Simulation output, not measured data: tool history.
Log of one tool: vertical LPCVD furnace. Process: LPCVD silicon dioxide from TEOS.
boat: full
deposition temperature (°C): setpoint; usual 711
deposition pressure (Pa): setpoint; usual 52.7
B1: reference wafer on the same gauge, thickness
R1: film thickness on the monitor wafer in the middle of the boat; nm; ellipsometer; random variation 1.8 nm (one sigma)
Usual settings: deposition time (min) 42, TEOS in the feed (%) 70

{"run": 1, "hour": 0.0, "deposition temperature (°C)": 711, "deposition pressure (Pa)": 52.7, "deposition time (min)": 42, "TEOS in the feed (%)": 70, "B1": 523.56, "R1": 491.21}
{"run": 2, "hour": 57.5, "deposition temperature (°C)": 711, "deposition pressure (Pa)": 52.7, "deposition time (min)": 42, "TEOS in the feed (%)": 70, "B1": 522.46, "R1": 489.12}
{"run": 3, "hour": 89.5, "deposition temperature (°C)": 711, "deposition pressure (Pa)": 52.7, "deposition time (min)": 42, "TEOS in the feed (%)": 70, "B1": 523.04, "R1": 492.26}
{"run": 4, "hour": 210.3, "deposition temperature (°C)": 711, "deposition pressure (Pa)": 52.7, "deposition time (min)": 42, "TEOS in the feed (%)": 70, "B1": 523.89, "R1": 491.62}
{"run": 5, "hour": 377.9, "deposition temperature (°C)": 711, "deposition pressure (Pa)": 52.7, "deposition time (min)": 42, "TEOS in the feed (%)": 70, "B1": 523, "R1": 490.2}
{"run": 6, "hour": 409.7, "deposition temperature (°C)": 711, "deposition pressure (Pa)": 52.7, "deposition time (min)": 42, "TEOS in the feed (%)": 70, "B1": 523.01, "R1": 496.4}
{"hour": 431.2, "done": "gauge calibrated"}
{"hour": 446.5, "done": "pressure gauge zeroed"}
{"run": 7, "hour": 468.9, "deposition temperature (°C)": 711, "deposition pressure (Pa)": 52.7, "deposition time (min)": 42, "TEOS in the feed (%)": 70, "B1": 523.17, "R1": 494.68}
{"hour": 497.8, "done": "TEOS flow controller replaced"}
{"run": 8, "hour": 524.3, "deposition temperature (°C)": 711, "deposition pressure (Pa)": 52.7, "deposition time (min)": 42, "TEOS in the feed (%)": 70, "B1": 523, "R1": 491.28}
{"run": 9, "hour": 563.9, "deposition temperature (°C)": 711, "deposition pressure (Pa)": 52.7, "deposition time (min)": 42, "TEOS in the feed (%)": 70, "B1": 522.95, "R1": 495.8}
{"run": 10, "hour": 617.6, "deposition temperature (°C)": 711, "deposition pressure (Pa)": 52.7, "deposition time (min)": 42, "TEOS in the feed (%)": 70, "B1": 523.28, "R1": 498.25}
{"hour": 706.1, "done": "thermocouples replaced and temperature profile calibrated"}
{"run": 11, "hour": 706.6, "deposition temperature (°C)": 711, "deposition pressure (Pa)": 46.7, "deposition time (min)": 37.5, "TEOS in the feed (%)": 70, "B1": 523.53, "R1": 399.09}

The next listed run, before its measurement:
{"run": 12, "hour": 752.6, "deposition temperature (°C)": 716, "deposition pressure (Pa)": 40.7, "deposition time (min)": 27, "TEOS in the feed (%)": 79, "B1": "?", "R1": "?"}

B1: 523.2
R1: 318.69 nm
Without the tool's hidden state the same run would have given R1 317.86 nm.

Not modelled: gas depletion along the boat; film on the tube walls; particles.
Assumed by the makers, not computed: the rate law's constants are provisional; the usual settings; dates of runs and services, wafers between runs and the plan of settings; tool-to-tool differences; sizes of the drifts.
